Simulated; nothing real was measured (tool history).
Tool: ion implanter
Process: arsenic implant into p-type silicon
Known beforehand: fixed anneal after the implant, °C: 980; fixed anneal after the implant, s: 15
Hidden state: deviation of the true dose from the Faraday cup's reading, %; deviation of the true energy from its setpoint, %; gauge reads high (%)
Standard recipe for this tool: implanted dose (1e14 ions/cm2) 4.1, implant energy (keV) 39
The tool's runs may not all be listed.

| run | hour | implanted dose (1e14 ions/cm2) | implant energy (keV) | wafers since the last listed run | hours since the last dose calibration | hours since the extraction supply was calibrated | hours since the gauge calibration | read-back reference wafer on the same gauge, sheet resistance | sheet resistance of the implanted and annealed layer (ohm/square) |
|---|---|---|---|---|---|---|---|---|---|
| 1 | 0 | 4.1 | 39 | 0 | 1583.7 | 2497.6 | 1035.2 | 210.01 | 214.93 |
| 2 | 87.6 | 4.1 | 39 | 2376 | 1671.3 | 2585.2 | 1122.8 | 210 | 215.54 |
| 3 | 133.9 | 4.1 | 39 | 1256 | 1717.6 | 2631.5 | 1169.1 | 210 | 216.29 |
|  | 199.8 | Faraday cup replaced and dose calibrated |
| 4 | 231 | 4.1 | 39 | 2417 | 31.2 | 2728.6 | 1266.2 | 210.02 | 211 |
| 5 | 296.7 | 4.1 | 39 | 1782 | 96.9 | 2794.3 | 1331.9 | 209.95 | 210.85 |
| 6 | 354.5 | 4.1 | 39 | 1568 | 154.7 | 2852.1 | 1389.7 | 210.02 | 211.31 |
| 7 | 451.6 | 4.1 | 39 | 2634 | 251.8 | 2949.2 | 1486.8 | 210.03 | 211.06 |
| 8 | 493.7 | 4.1 | 39 | 1142 | 293.9 | 2991.3 | 1528.9 | 209.93 | 211.56 |
| 9 | 568.9 | 4.1 | 39 | 2040 | 369.1 | 3066.5 | 1604.1 | 209.99 | 211.65 |
| 10 | 752.3 | 4.1 | 39 | 4975 | 552.5 | 3249.9 | 1787.5 | 209.97 | 211.24 |
| 11 | 796 | 4.1 | 33.5 | 1185 | 596.2 | 3293.6 | 1831.2 | 209.95 | 216.63 |
| 12 | 848.5 | 4.1 | 33.5 | 1424 | 648.7 | 3346.1 | 1883.7 | 209.95 | 216.8 |
|  | 892.6 | gauge calibrated |
| 13 | 897.5 | 4.78 | 43 | 1329 | 697.7 | 3395.1 | 4.9 | 210.06 | 186.05 |
| 14 | 995.3 | 4.1 | 39 | 2653 | 795.5 | 3492.9 | 102.7 | 209.97 | 211.9 |
| 15 | 1053.8 | 4.1 | 39 | 1587 | 854 | 3551.4 | 161.2 | 210.02 | 212.42 |
|  | 1101.4 | extraction supply calibrated |
| 16 | 1111 | 4.1 | 39 | 1334 | 911.2 | 9.6 | 218.4 | 210.08 | 212.59 |
| 17 | 1182.6 | 4.1 | 39 | 1942 | 982.8 | 81.2 | 290 | 210.04 | 212.96 |
| 18 | 1228 | 5.14 | 28 | 1231 | 1028.2 | 126.6 | 335.4 | 209.9 | 189.07 |
| 19 | 1444.8 | 5.15 | 32.5 | 5882 | 1245 | 343.4 | 552.2 | 210.04 | 185.01 |
| 20 | 1485.2 | 3.01 | 31.5 | 1096 | 1285.4 | 383.8 | 592.6 | 209.93 | 276.88 |
| 21 | 1588.6 | 4.1 | 39 | 2805 | 1388.8 | 487.2 | 696 | 209.97 | 214.46 |

Run 22 has not been measured yet. What should we expect?
| 22 | 1654.8 | 2.88 | 46 | 1796 | 1455 | 553.4 | 762.2 | ? | ? |

read-back reference wafer on the same gauge, sheet resistance: 209.96
sheet resistance of the implanted and annealed layer (ohm/square): 271.36
Without the tool's hidden state the same run would have given sheet resistance of the implanted and annealed layer (ohm/square) 267.11.
